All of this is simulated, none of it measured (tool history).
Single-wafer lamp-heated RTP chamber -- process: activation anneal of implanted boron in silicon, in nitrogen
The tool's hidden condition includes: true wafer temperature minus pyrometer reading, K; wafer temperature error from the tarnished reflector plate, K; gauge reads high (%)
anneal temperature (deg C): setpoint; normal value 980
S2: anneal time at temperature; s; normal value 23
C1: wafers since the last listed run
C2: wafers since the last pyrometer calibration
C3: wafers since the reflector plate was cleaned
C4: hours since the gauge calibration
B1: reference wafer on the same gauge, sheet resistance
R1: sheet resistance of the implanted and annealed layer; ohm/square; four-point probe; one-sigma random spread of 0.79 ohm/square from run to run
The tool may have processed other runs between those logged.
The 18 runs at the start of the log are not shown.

{"run": 19, "hour": 1247.3, "anneal temperature (deg C)": 1005, "S2": 18, "C1": 453, "C2": 1506, "C3": 4467, "C4": 141.8, "B1": 120.2, "R1": 123.92}
{"run": 20, "hour": 1294.1, "anneal temperature (deg C)": 1007, "S2": 32, "C1": 518, "C2": 2025, "C3": 4986, "C4": 188.6, "B1": 120.19, "R1": 117.3}
{"hour": 1327.5, "done": "reflector plate cleaned"}
{"run": 21, "hour": 1373.6, "anneal temperature (deg C)": 961, "S2": 23, "C1": 792, "C2": 2818, "C3": 511, "C4": 268.1, "B1": 119.95, "R1": 150.47}
{"run": 22, "hour": 1441.5, "anneal temperature (deg C)": 989, "S2": 15, "C1": 752, "C2": 3570, "C3": 1264, "C4": 336, "B1": 120.08, "R1": 133.01}
{"run": 23, "hour": 1504.0, "anneal temperature (deg C)": 960, "S2": 29, "C1": 692, "C2": 4263, "C3": 1957, "C4": 398.5, "B1": 119.99, "R1": 144.21}
{"run": 24, "hour": 1593.8, "anneal temperature (deg C)": 980, "S2": 34, "C1": 995, "C2": 5259, "C3": 2952, "C4": 488.3, "B1": 120.04, "R1": 126.54}
{"hour": 1631.9, "done": "pyrometer window cleaned and pyrometer calibrated"}
{"run": 25, "hour": 1685.7, "anneal temperature (deg C)": 980, "S2": 23, "C1": 930, "C2": 596, "C3": 3882, "C4": 580.2, "B1": 120.12, "R1": 136.61}
{"run": 26, "hour": 1749.8, "anneal temperature (deg C)": 993, "S2": 23, "C1": 710, "C2": 1306, "C3": 4593, "C4": 644.3, "B1": 120.05, "R1": 128.05}
{"run": 27, "hour": 1811.9, "anneal temperature (deg C)": 953, "S2": 23, "C1": 688, "C2": 1995, "C3": 5281, "C4": 706.4, "B1": 120.12, "R1": 155.6}
{"hour": 1868.0, "done": "reflector plate cleaned"}
{"run": 28, "hour": 1892.9, "anneal temperature (deg C)": 961, "S2": 11, "C1": 809, "C2": 2804, "C3": 275, "C4": 787.4, "B1": 120.01, "R1": 165.07}
{"run": 29, "hour": 1990.2, "anneal temperature (deg C)": 958, "S2": 31, "C1": 1078, "C2": 3883, "C3": 1354, "C4": 884.7, "B1": 120.06, "R1": 148.76}
{"hour": 2051.6, "done": "pyrometer window cleaned and pyrometer calibrated"}
{"run": 30, "hour": 2070.9, "anneal temperature (deg C)": 993, "S2": 37, "C1": 805, "C2": 214, "C3": 2160, "C4": 965.4, "B1": 120.14, "R1": 126.25}
{"run": 31, "hour": 2177.6, "anneal temperature (deg C)": 980, "S2": 23, "C1": 1182, "C2": 1397, "C3": 3342, "C4": 1072.1, "B1": 119.85, "R1": 134.45}
{"run": 32, "hour": 2266.0, "anneal temperature (deg C)": 960, "S2": 23, "C1": 979, "C2": 2377, "C3": 4322, "C4": 1160.5, "B1": 119.79, "R1": 147.28}
{"hour": 2283.4, "done": "reflector plate cleaned"}
{"run": 33, "hour": 2306.4, "anneal temperature (deg C)": 969, "S2": 14, "C1": 359, "C2": 2736, "C3": 254, "C4": 1200.9, "B1": 119.93, "R1": 150.55}
{"run": 34, "hour": 2355.4, "anneal temperature (deg C)": 980, "S2": 23, "C1": 543, "C2": 3279, "C3": 797, "C4": 1249.9, "B1": 120.08, "R1": 133.5}

Predict each of these 3 candidate next runs independently; none follows another, all start after run 34:
{"run": "A", "hour": 2355.8, "anneal temperature (deg C)": 980, "S2": 23, "C1": 4, "C2": 3284, "C3": 802, "C4": 1250.3, "B1": "?", "R1": "?"}
{"run": "B", "hour": 2355.8, "anneal temperature (deg C)": 967, "S2": 35, "C1": 4, "C2": 3284, "C3": 802, "C4": 1250.3, "B1": "?", "R1": "?"}
{"run": "C", "hour": 2355.8, "anneal temperature (deg C)": 958, "S2": 23, "C1": 4, "C2": 3284, "C3": 802, "C4": 1250.3, "B1": "?", "R1": "?"}

run=A B1=119.99 R1=133.94
run=B B1=119.99 R1=138.34
run=C B1=119.99 R1=151.95
Stripped of hidden state, with their random variation kept, the same runs would have yielded:
run=A R1=140.98
run=B R1=147.1
run=C R1=164.48

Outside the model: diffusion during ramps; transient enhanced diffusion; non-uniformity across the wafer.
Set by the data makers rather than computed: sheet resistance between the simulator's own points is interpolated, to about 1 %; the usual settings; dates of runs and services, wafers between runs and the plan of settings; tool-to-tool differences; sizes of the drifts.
